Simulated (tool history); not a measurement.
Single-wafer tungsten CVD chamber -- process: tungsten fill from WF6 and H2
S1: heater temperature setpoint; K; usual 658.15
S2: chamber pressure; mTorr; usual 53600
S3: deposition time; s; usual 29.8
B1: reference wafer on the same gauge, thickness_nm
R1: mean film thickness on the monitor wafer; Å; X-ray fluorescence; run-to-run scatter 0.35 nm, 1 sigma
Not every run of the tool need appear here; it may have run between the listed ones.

Run 1, hour 0: usual settings; B1 102.026. Result: R1 869.39 Å.
Run 2, hour 26.6: usual settings; B1 102.047. Result: R1 871.13 Å.
Run 3, hour 59.3: usual settings; B1 101.987. Result: R1 874.06 Å.
Run 4, hour 87.4: usual settings but S2 47600 mTorr; B1 102.069. Result: R1 803.72 Å.
Run 5, hour 108.2: usual settings; B1 101.99. Result: R1 868.66 Å.
Run 6, hour 122.8: usual settings; B1 102.196. Result: R1 871.42 Å.
Run 7, hour 135.6: usual settings; B1 101.852. Result: R1 876.44 Å.
Run 8, hour 170.6: usual settings; B1 101.912. Result: R1 868.06 Å.
Run 9, hour 205.8: usual settings; B1 102.032. Result: R1 870.49 Å.
Run 10, hour 232.6: usual settings but S3 32.7 s; B1 101.83. Result: R1 959.13 Å.
Run 11, hour 266.4: usual settings but S3 32.7 s; B1 101.883. Result: R1 961.34 Å.
At hour 292.4: showerhead replaced.
Run 12, hour 293.4: usual settings but S3 32.7 s; B1 101.876. Result: R1 960.75 Å.
At hour 317.2: capacitance manometer re-zeroed and calibrated.
Run 13, hour 320.8: usual settings; B1 102.155. Result: R1 928.93 Å.
At hour 341.9: thermocouple changed; heater temperature recalibrated.
Run 14, hour 351.4: usual settings; B1 102.17. Result: R1 871.73 Å.
Run 15, hour 373: usual settings but S2 46000 mTorr; B1 102.009. Result: R1 790.57 Å.
Run 16, hour 401: usual settings; B1 102.053. Result: R1 869 Å.
Run 17, hour 430.5: usual settings but S1 662.15 K, S2 44700 mTorr, S3 34.6 s; B1 101.961. Result: R1 967.57 Å.
Run 18, hour 459.1: usual settings but S1 648.15 K, S2 64400 mTorr, S3 25.9 s; B1 102.025. Result: R1 698.07 Å.
Run 19, hour 485.1: usual settings but S1 664.15 K, S2 45400 mTorr, S3 33.5 s; B1 102.205. Result: R1 988.38 Å.
Run 20, hour 507.5: usual settings but S1 647.15 K, S2 42400 mTorr, S3 24.3 s; B1 102.146. Result: R1 490.09 Å.
Run 21, hour 525.4: usual settings; B1 101.863. Result: R1 873.1 Å.
Run 22, hour 547.8: usual settings but S2 62800 mTorr; B1 101.79. Result: R1 960.34 Å.
Run 23, hour 570: usual settings but S3 33.5 s; B1 101.987. Result: R1 983.68 Å.
At hour 580.7: gauge calibrated.
Run 24, hour 593.2: usual settings but S1 668.15 K, S2 59300 mTorr, S3 27.7 s; B1 102.016. Result: R1 1043.81 Å.
Run 25, hour 615.4: usual settings but S1 665.15 K, S2 57500 mTorr, S3 26.9 s; B1 102.085. Result: R1 942.1 Å.
Run 26, hour 639.3: usual settings; B1 102.236. Result: R1 877.46 Å.
Run 27, hour 669: usual settings but S3 35.1 s; B1 101.916. Result: R1 1039.69 Å.
Run 28, hour 703.6: usual settings but S1 665.15 K, S3 31.8 s; B1 101.728. Result: R1 1073.04 Å.
Run 29, hour 716.6: usual settings but S2 47000 mTorr, S3 24.4 s; B1 101.946. Result: R1 654.17 Å.
Run 30, hour 731.9: usual settings but S1 647.15 K, S2 42400 mTorr, S3 24.3 s; B1 101.977. Result: R1 487.86 Å.

Run-by-run hidden state of the tool:
gauge reads high (%): 0 across all the runs
H1: wafer temperature above the value expected at the setpoint (K)
H2: true pressure above the setpoint (%)
run     H1       H2
  1   2.91    -6.28
  2   2.98     -6.4
  3   3.05    -6.56
  4   3.12    -6.69
  5   3.17    -6.79
  6    3.2    -6.86
  7   3.23    -6.92
  8   3.32    -7.09
  9    3.4    -7.26
 10   3.46    -7.38
 11   3.54    -7.54
 12   3.61    -7.67
 13   3.67     1.01
 14  0.489    0.866
 15   0.54    0.763
 16  0.606     0.63
 17  0.676    0.489
 18  0.744    0.353
 19  0.805    0.229
 20  0.858    0.122
 21    0.9    0.037
 22  0.953  -0.0697
 23   1.01   -0.175
 24   1.06   -0.286
 25   1.11   -0.392
 26   1.17   -0.506
 27   1.24   -0.647
 28   1.32   -0.812
 29   1.35   -0.874
 30   1.39   -0.947

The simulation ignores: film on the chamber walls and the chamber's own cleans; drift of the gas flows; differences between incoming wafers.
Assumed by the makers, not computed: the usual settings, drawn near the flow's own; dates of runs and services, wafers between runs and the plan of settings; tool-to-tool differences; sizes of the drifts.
